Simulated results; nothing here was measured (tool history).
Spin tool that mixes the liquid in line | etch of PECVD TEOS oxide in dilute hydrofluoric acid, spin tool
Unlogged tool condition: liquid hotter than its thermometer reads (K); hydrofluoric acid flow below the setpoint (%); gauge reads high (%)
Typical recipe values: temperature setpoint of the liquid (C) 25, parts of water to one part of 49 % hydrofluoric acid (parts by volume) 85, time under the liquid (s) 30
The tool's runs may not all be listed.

| run | day | temperature setpoint of the liquid (C) | parts of water to one part of 49 % hydrofluoric acid (parts by volume) | time under the liquid (s) | wafers since the last listed run | hours since the thermometer was replaced | hours since the hydrofluoric acid flow meter was replaced | hours since the gauge calibration | read-back film thickness of the PECVD TEOS oxide reference wafer, read on the same gauge (nm) | thickness taken off the PECVD TEOS oxide on a monitor wafer (Å) |
|---|---|---|---|---|---|---|---|---|---|---|
| 1 | 0 | 28.5 | 110 | 30 | 0 | 587.5 | 674.5 | 78.1 | 40.04 | 75.5 |
| 2 | 2.546 | 25 | 85 | 15 | 699 | 648.6 | 735.6 | 139.2 | 40 | 44.1 |
| 3 | 5.538 | 25 | 85 | 15 | 822 | 720.4 | 807.4 | 211 | 40.05 | 43.8 |
|  | 5.983 | thermometer replaced |
| 4 | 7.142 | 25 | 85 | 30 | 429 | 27.8 | 845.9 | 249.5 | 40.01 | 89.6 |
| 5 | 9.933 | 25 | 85 | 30 | 767 | 94.8 | 912.9 | 316.5 | 39.99 | 89.5 |
| 6 | 11.633 | 25 | 85 | 20 | 467 | 135.6 | 953.7 | 357.3 | 39.99 | 58.7 |
| 7 | 13.175 | 25 | 85 | 30 | 423 | 172.6 | 990.7 | 394.3 | 39.96 | 88 |
| 8 | 15.896 | 25 | 85 | 30 | 747 | 237.9 | 1056 | 459.6 | 39.99 | 88.9 |
| 9 | 18.888 | 25 | 85 | 30 | 822 | 309.7 | 1127.8 | 531.4 | 39.97 | 88.4 |
| 10 | 21.533 | 23 | 85 | 20 | 727 | 373.2 | 1191.3 | 594.9 | 40.01 | 53.5 |
| 11 | 25.096 | 29.5 | 70 | 20 | 978 | 458.7 | 1276.8 | 680.4 | 39.99 | 87.8 |
|  | 26.446 | hydrofluoric acid flow meter replaced |
|  | 26.971 | gauge calibrated |
| 12 | 27.279 | 21.5 | 85 | 30 | 588 | 511.1 | 20 | 7.4 | 40 | 76.5 |
|  | 28.812 | thermometer replaced |
| 13 | 29.208 | 22 | 85 | 45 | 518 | 9.5 | 66.3 | 53.7 | 40.02 | 117.8 |
| 14 | 32.171 | 25 | 85 | 30 | 814 | 80.6 | 137.4 | 124.8 | 39.98 | 88.3 |
| 15 | 35.862 | 25 | 85 | 30 | 1014 | 169.2 | 226 | 213.4 | 40 | 88.7 |
| 16 | 39.888 | 23 | 85 | 20 | 1105 | 265.8 | 322.6 | 310 | 39.98 | 54.7 |
| 17 | 44.192 | 30 | 55 | 35 | 1182 | 369.1 | 425.9 | 413.3 | 39.96 | 201.9 |
| 18 | 46.467 | 25 | 115 | 15 | 625 | 423.7 | 480.5 | 467.9 | 40.01 | 31.5 |
| 19 | 49.529 | 27.5 | 105 | 35 | 841 | 497.2 | 554 | 541.4 | 40.05 | 90.3 |

Forecast each of these 4 alternatives for the next run:
| A | 49.546 | 25 | 85 | 30 | 4 | 497.6 | 554.4 | 541.8 | ? | ? |
| B | 49.546 | 21 | 75 | 15 | 4 | 497.6 | 554.4 | 541.8 | ? | ? |
| C | 49.546 | 25 | 105 | 30 | 4 | 497.6 | 554.4 | 541.8 | ? | ? |
| D | 49.546 | 28.5 | 115 | 30 | 4 | 497.6 | 554.4 | 541.8 | ? | ? |

| run | read-back film thickness of the PECVD TEOS oxide reference wafer, read on the same gauge (nm) | thickness taken off the PECVD TEOS oxide on a monitor wafer (Å) |
|---|---|---|
| A | 39.97 | 89.7 |
| B | 39.97 | 43.7 |
| C | 39.97 | 70.8 |
| D | 39.97 | 72.9 |
Had the tool no hidden state, the same runs would have come out as:
| run | thickness taken off the PECVD TEOS oxide on a monitor wafer (Å) |
|---|---|
| A | 89.7 |
| B | 43.7 |
| C | 70.8 |
| D | 72.9 |

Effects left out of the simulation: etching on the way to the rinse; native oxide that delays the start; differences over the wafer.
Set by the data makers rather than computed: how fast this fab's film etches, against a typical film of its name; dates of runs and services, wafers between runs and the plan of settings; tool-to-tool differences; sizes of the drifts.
